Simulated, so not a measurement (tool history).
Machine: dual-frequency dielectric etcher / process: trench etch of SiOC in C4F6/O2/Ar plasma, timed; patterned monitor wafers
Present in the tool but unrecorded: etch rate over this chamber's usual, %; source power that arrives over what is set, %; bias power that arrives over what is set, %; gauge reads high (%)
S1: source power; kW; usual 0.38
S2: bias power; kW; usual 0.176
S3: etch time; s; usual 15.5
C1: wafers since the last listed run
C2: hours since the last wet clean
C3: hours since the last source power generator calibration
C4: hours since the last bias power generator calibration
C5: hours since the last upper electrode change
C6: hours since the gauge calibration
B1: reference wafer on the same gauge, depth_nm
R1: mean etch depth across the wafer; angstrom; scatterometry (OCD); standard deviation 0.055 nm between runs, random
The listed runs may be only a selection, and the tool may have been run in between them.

{"run": 1, "day": 0.0, "S1": 0.38, "S2": 0.176, "S3": 15.5, "C1": 0, "C2": 373.1, "C3": 5101, "C4": 1605, "C5": 3376, "C6": 110.3, "B1": 31.4, "R1": 362.8}
{"run": 2, "day": 0.738, "S1": 0.38, "S2": 0.176, "S3": 15.5, "C1": 174, "C2": 390.8, "C3": 5118.7, "C4": 1622.7, "C5": 3393.7, "C6": 128, "B1": 31.4, "R1": 364.1}
{"run": 3, "day": 1.367, "S1": 0.38, "S2": 0.176, "S3": 15.5, "C1": 149, "C2": 405.9, "C3": 5133.8, "C4": 1637.8, "C5": 3408.8, "C6": 143.1, "B1": 31.39, "R1": 364.3}
{"run": 4, "day": 1.708, "S1": 0.38, "S2": 0.176, "S3": 15.5, "C1": 80, "C2": 414.1, "C3": 5142, "C4": 1646, "C5": 3417, "C6": 151.3, "B1": 31.4, "R1": 364}
{"run": 5, "day": 2.171, "S1": 0.38, "S2": 0.176, "S3": 15.5, "C1": 109, "C2": 425.2, "C3": 5153.1, "C4": 1657.1, "C5": 3428.1, "C6": 162.4, "B1": 31.39, "R1": 362.7}
{"run": 6, "day": 3.642, "S1": 0.38, "S2": 0.176, "S3": 15.5, "C1": 348, "C2": 460.5, "C3": 5188.4, "C4": 1692.4, "C5": 3463.4, "C6": 197.7, "B1": 31.41, "R1": 362.6}
{"run": 7, "day": 4.292, "S1": 0.38, "S2": 0.176, "S3": 15.5, "C1": 154, "C2": 476.1, "C3": 5204, "C4": 1708, "C5": 3479, "C6": 213.3, "B1": 31.41, "R1": 363.7}
{"run": 8, "day": 4.596, "S1": 0.38, "S2": 0.176, "S3": 15.5, "C1": 72, "C2": 483.4, "C3": 5211.3, "C4": 1715.3, "C5": 3486.3, "C6": 220.6, "B1": 31.4, "R1": 362.8}
{"day": 4.983, "done": "gauge calibrated"}
{"run": 9, "day": 4.992, "S1": 0.38, "S2": 0.176, "S3": 15.5, "C1": 93, "C2": 492.9, "C3": 5220.8, "C4": 1724.8, "C5": 3495.8, "C6": 0.2, "B1": 31.4, "R1": 362.1}
{"day": 5.592, "done": "source power generator calibrated"}
{"day": 6.083, "done": "upper electrode replaced"}
{"run": 10, "day": 6.104, "S1": 0.38, "S2": 0.176, "S3": 15.5, "C1": 108, "C2": 519.6, "C3": 12.3, "C4": 1751.5, "C5": 0.5, "C6": 26.9, "B1": 31.4, "R1": 361.4}
{"run": 11, "day": 6.117, "S1": 0.38, "S2": 0.176, "S3": 15.5, "C1": 2, "C2": 519.9, "C3": 12.6, "C4": 1751.8, "C5": 0.8, "C6": 27.2, "B1": 31.4, "R1": 361.7}
{"run": 12, "day": 6.788, "S1": 0.4, "S2": 0.176, "S3": 14.5, "C1": 158, "C2": 536, "C3": 28.7, "C4": 1767.9, "C5": 16.9, "C6": 43.3, "B1": 31.4, "R1": 346}
{"run": 13, "day": 7.062, "S1": 0.38, "S2": 0.176, "S3": 15.5, "C1": 65, "C2": 542.6, "C3": 35.3, "C4": 1774.5, "C5": 23.5, "C6": 49.9, "B1": 31.4, "R1": 362.5}
{"run": 14, "day": 7.462, "S1": 0.38, "S2": 0.176, "S3": 15.5, "C1": 94, "C2": 552.2, "C3": 44.9, "C4": 1784.1, "C5": 33.1, "C6": 59.5, "B1": 31.4, "R1": 363.1}
{"run": 15, "day": 8.192, "S1": 0.38, "S2": 0.204, "S3": 14, "C1": 172, "C2": 569.7, "C3": 62.4, "C4": 1801.6, "C5": 50.6, "C6": 77, "B1": 31.4, "R1": 340.7}
{"run": 16, "day": 8.533, "S1": 0.38, "S2": 0.195, "S3": 19.5, "C1": 80, "C2": 577.9, "C3": 70.6, "C4": 1809.8, "C5": 58.8, "C6": 85.2, "B1": 31.39, "R1": 468.4}
{"day": 9.667, "done": "wet clean of the chamber"}
{"run": 17, "day": 9.688, "S1": 0.38, "S2": 0.197, "S3": 15.5, "C1": 36, "C2": 0.5, "C3": 98.3, "C4": 1837.5, "C5": 86.5, "C6": 112.9, "B1": 31.4, "R1": 378}
{"run": 18, "day": 9.7, "S1": 0.38, "S2": 0.203, "S3": 17, "C1": 2, "C2": 0.8, "C3": 98.6, "C4": 1837.8, "C5": 86.8, "C6": 113.2, "B1": 31.4, "R1": 418}
{"run": 19, "day": 9.717, "S1": 0.38, "S2": 0.148, "S3": 15.5, "C1": 3, "C2": 1.2, "C3": 99, "C4": 1838.2, "C5": 87.2, "C6": 113.6, "B1": 31.4, "R1": 349.1}
{"run": 20, "day": 9.808, "S1": 0.46, "S2": 0.176, "S3": 12, "C1": 21, "C2": 3.4, "C3": 101.2, "C4": 1840.4, "C5": 89.4, "C6": 115.8, "B1": 31.4, "R1": 306}
{"day": 10.258, "done": "bias power generator calibrated"}
{"run": 21, "day": 10.279, "S1": 0.38, "S2": 0.193, "S3": 11, "C1": 72, "C2": 14.7, "C3": 112.5, "C4": 0.5, "C5": 100.7, "C6": 127.1, "B1": 31.41, "R1": 265.9}
{"run": 22, "day": 10.825, "S1": 0.38, "S2": 0.195, "S3": 13, "C1": 129, "C2": 27.8, "C3": 125.6, "C4": 13.6, "C5": 113.8, "C6": 140.2, "B1": 31.4, "R1": 315.9}
{"run": 23, "day": 11.45, "S1": 0.38, "S2": 0.201, "S3": 15.5, "C1": 148, "C2": 42.8, "C3": 140.6, "C4": 28.6, "C5": 128.8, "C6": 155.2, "B1": 31.4, "R1": 379.7}
{"run": 24, "day": 12.104, "S1": 0.38, "S2": 0.176, "S3": 15.5, "C1": 155, "C2": 58.5, "C3": 156.3, "C4": 44.3, "C5": 144.5, "C6": 170.9, "B1": 31.39, "R1": 365.3}
{"run": 25, "day": 12.708, "S1": 0.45, "S2": 0.148, "S3": 15.5, "C1": 143, "C2": 73, "C3": 170.8, "C4": 58.8, "C5": 159, "C6": 185.4, "B1": 31.4, "R1": 373.8}
{"run": 26, "day": 13.183, "S1": 0.38, "S2": 0.176, "S3": 15.5, "C1": 112, "C2": 84.4, "C3": 182.2, "C4": 70.2, "C5": 170.4, "C6": 196.8, "B1": 31.4, "R1": 365.1}
{"run": 27, "day": 13.496, "S1": 0.45, "S2": 0.2, "S3": 18, "C1": 74, "C2": 91.9, "C3": 189.7, "C4": 77.7, "C5": 177.9, "C6": 204.3, "B1": 31.4, "R1": 471.4}
{"day": 13.938, "done": "gauge calibrated"}
{"run": 28, "day": 14.029, "S1": 0.43, "S2": 0.176, "S3": 15.5, "C1": 126, "C2": 104.7, "C3": 202.5, "C4": 90.5, "C5": 190.7, "C6": 2.2, "B1": 31.4, "R1": 384.6}

Each row is a separate what-if for the run after 28, all from the same tool condition, not one after another. Results?
{"run": "A", "day": 14.046, "S1": 0.38, "S2": 0.176, "S3": 15.5, "C1": 3, "C2": 105.1, "C3": 202.9, "C4": 90.9, "C5": 191.1, "C6": 2.6, "B1": "?", "R1": "?"}
{"run": "B", "day": 14.046, "S1": 0.48, "S2": 0.176, "S3": 19, "C1": 3, "C2": 105.1, "C3": 202.9, "C4": 90.9, "C5": 191.1, "C6": 2.6, "B1": "?", "R1": "?"}
{"run": "C", "day": 14.046, "S1": 0.38, "S2": 0.209, "S3": 11, "C1": 3, "C2": 105.1, "C3": 202.9, "C4": 90.9, "C5": 191.1, "C6": 2.6, "B1": "?", "R1": "?"}
{"run": "D", "day": 14.046, "S1": 0.35, "S2": 0.16, "S3": 18, "C1": 3, "C2": 105.1, "C3": 202.9, "C4": 90.9, "C5": 191.1, "C6": 2.6, "B1": "?", "R1": "?"}
{"run": "E", "day": 14.046, "S1": 0.33, "S2": 0.176, "S3": 12.5, "C1": 3, "C2": 105.1, "C3": 202.9, "C4": 90.9, "C5": 191.1, "C6": 2.6, "B1": "?", "R1": "?"}

run=A B1=31.4 R1=364.5
run=B B1=31.4 R1=490.9
run=C B1=31.4 R1=271.7
run=D B1=31.4 R1=398.8
run=E B1=31.4 R1=277.6
Stripped of hidden state, with their random variation kept, the same runs would have yielded:
run=A R1=365.4
run=B R1=492.2
run=C R1=272.4
run=D R1=399.8
run=E R1=278.4

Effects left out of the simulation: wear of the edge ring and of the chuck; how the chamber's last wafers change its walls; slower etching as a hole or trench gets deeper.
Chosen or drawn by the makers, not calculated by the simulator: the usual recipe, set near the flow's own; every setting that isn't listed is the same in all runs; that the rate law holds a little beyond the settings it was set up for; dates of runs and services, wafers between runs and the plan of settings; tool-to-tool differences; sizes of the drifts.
